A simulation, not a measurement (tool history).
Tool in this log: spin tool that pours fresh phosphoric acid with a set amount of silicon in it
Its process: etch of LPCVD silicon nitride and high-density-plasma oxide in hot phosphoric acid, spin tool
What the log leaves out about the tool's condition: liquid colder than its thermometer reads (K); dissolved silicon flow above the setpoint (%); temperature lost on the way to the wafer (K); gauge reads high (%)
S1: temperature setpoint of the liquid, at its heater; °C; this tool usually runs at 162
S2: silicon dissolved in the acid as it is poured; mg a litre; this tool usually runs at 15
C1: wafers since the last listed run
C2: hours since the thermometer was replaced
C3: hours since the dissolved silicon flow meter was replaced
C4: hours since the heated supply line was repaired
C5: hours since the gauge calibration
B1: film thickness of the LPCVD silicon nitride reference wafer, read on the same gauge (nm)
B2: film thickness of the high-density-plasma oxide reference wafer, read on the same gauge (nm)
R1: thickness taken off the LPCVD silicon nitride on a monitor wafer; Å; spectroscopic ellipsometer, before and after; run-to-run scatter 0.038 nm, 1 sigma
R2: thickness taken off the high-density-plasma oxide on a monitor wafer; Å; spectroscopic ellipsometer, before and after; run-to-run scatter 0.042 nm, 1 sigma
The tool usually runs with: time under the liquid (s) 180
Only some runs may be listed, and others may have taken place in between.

{"run": 1, "hour": 0.0, "S1": 162, "S2": 9.5, "time under the liquid (s)": 180, "C1": 0, "C2": 2038.9, "C3": 1370.3, "C4": 1533.1, "C5": 135.5, "B1": 90, "B2": 119.967, "R1": 155.5, "R2": 2.8}
{"run": 2, "hour": 40.0, "S1": 162, "S2": 9.5, "time under the liquid (s)": 180, "C1": 177, "C2": 2078.9, "C3": 1410.3, "C4": 1573.1, "C5": 175.5, "B1": 90.01, "B2": 119.998, "R1": 154.8, "R2": 2.91}
{"run": 3, "hour": 56.1, "S1": 160.5, "S2": 15, "time under the liquid (s)": 180, "C1": 71, "C2": 2095, "C3": 1426.4, "C4": 1589.2, "C5": 191.6, "B1": 89.99, "B2": 119.978, "R1": 146.7, "R2": 1.75}
{"hour": 62.3, "done": "gauge calibrated"}
{"run": 4, "hour": 70.1, "S1": 160.5, "S2": 15, "time under the liquid (s)": 180, "C1": 62, "C2": 2109, "C3": 1440.4, "C4": 1603.2, "C5": 7.8, "B1": 90, "B2": 120.026, "R1": 146.7, "R2": 2.04}
{"run": 5, "hour": 82.8, "S1": 162, "S2": 11.5, "time under the liquid (s)": 180, "C1": 56, "C2": 2121.7, "C3": 1453.1, "C4": 1615.9, "C5": 20.5, "B1": 89.99, "B2": 119.993, "R1": 154, "R2": 2.48}
{"run": 6, "hour": 89.0, "S1": 162, "S2": 11.5, "time under the liquid (s)": 180, "C1": 27, "C2": 2127.9, "C3": 1459.3, "C4": 1622.1, "C5": 26.7, "B1": 90.02, "B2": 120.005, "R1": 154.1, "R2": 2.25}
{"run": 7, "hour": 100.7, "S1": 162, "S2": 11.5, "time under the liquid (s)": 180, "C1": 51, "C2": 2139.6, "C3": 1471, "C4": 1633.8, "C5": 38.4, "B1": 90, "B2": 119.976, "R1": 154, "R2": 2.8}
{"run": 8, "hour": 110.1, "S1": 162, "S2": 21.5, "time under the liquid (s)": 180, "C1": 41, "C2": 2149, "C3": 1480.4, "C4": 1643.2, "C5": 47.8, "B1": 90.02, "B2": 119.997, "R1": 154.3, "R2": 2.24}
{"run": 9, "hour": 121.1, "S1": 162, "S2": 15, "time under the liquid (s)": 180, "C1": 48, "C2": 2160, "C3": 1491.4, "C4": 1654.2, "C5": 58.8, "B1": 89.99, "B2": 119.983, "R1": 153.4, "R2": 2.44}
{"hour": 130.1, "done": "thermometer replaced"}
{"run": 10, "hour": 132.3, "S1": 162, "S2": 5.5, "time under the liquid (s)": 180, "C1": 45, "C2": 2.2, "C3": 1502.6, "C4": 1665.4, "C5": 70, "B1": 89.99, "B2": 119.979, "R1": 170.6, "R2": 3.45}
{"run": 11, "hour": 143.0, "S1": 162, "S2": 11.5, "time under the liquid (s)": 180, "C1": 47, "C2": 12.9, "C3": 1513.3, "C4": 1676.1, "C5": 80.7, "B1": 90, "B2": 120.004, "R1": 171, "R2": 3.02}
{"hour": 156.3, "done": "heated supply line repaired"}
{"run": 12, "hour": 156.9, "S1": 159.5, "S2": 15, "time under the liquid (s)": 180, "C1": 57, "C2": 26.8, "C3": 1527.2, "C4": 0.6, "C5": 94.6, "B1": 89.97, "B2": 120.003, "R1": 170.9, "R2": 3.33}
{"hour": 158.8, "done": "dissolved silicon flow meter replaced"}
{"run": 13, "hour": 169.0, "S1": 163.5, "S2": 6, "time under the liquid (s)": 100, "C1": 49, "C2": 38.9, "C3": 10.2, "C4": 12.7, "C5": 106.7, "B1": 90.02, "B2": 119.981, "R1": 109.1, "R2": 3.11}
{"run": 14, "hour": 181.5, "S1": 165, "S2": 7.5, "time under the liquid (s)": 255, "C1": 55, "C2": 51.4, "C3": 22.7, "C4": 25.2, "C5": 119.2, "B1": 90, "B2": 119.987, "R1": 291, "R2": 7.83}
{"run": 15, "hour": 194.4, "S1": 165, "S2": 7.5, "time under the liquid (s)": 255, "C1": 57, "C2": 64.3, "C3": 35.6, "C4": 38.1, "C5": 132.1, "B1": 90, "B2": 119.986, "R1": 290.3, "R2": 6.11}
{"run": 16, "hour": 204.6, "S1": 162, "S2": 3, "time under the liquid (s)": 180, "C1": 45, "C2": 74.5, "C3": 45.8, "C4": 48.3, "C5": 142.3, "B1": 90.01, "B2": 119.998, "R1": 186, "R2": 5.18}

How the hidden state differs across the entries between the runs, from the last listed run before each to the first after it:
Run 3 -> run 4: gauge calibrated (hour 62.3)
  liquid colder than its thermometer reads (K): 3.12 -> 3.14; temperature lost on the way to the wafer (K): 2.62 -> 2.64
  measured value less the no-hidden-state value, R1: -31.5 -> -31.8 Å; R2: -0.95 -> -1.11 Å
Run 9 -> run 10: thermometer replaced (hour 130.1)
  liquid colder than its thermometer reads (K): 3.2 -> 0.0639; temperature lost on the way to the wafer (K): 2.71 -> 2.73
  measured value less the no-hidden-state value, R1: -33.8 -> -16.7 Å; R2: -1.35 -> -0.79 Å
Run 11 -> run 12: heated supply line repaired (hour 156.3)
  liquid colder than its thermometer reads (K): 0.0772 -> 0.0944; temperature lost on the way to the wafer (K): 2.74 -> 0.0709
  measured value less the no-hidden-state value, R1: -16.9 -> -1 Å; R2: -0.7 -> -0.04 Å
Run 12 -> run 13: dissolved silicon flow meter replaced (hour 158.8)
  liquid colder than its thermometer reads (K): 0.0944 -> 0.109; temperature lost on the way to the wafer (K): 0.0709 -> 0.0883
  measured value less the no-hidden-state value, R1: -1 -> -0.7 Å; R2: -0.04 -> -0.04 Å
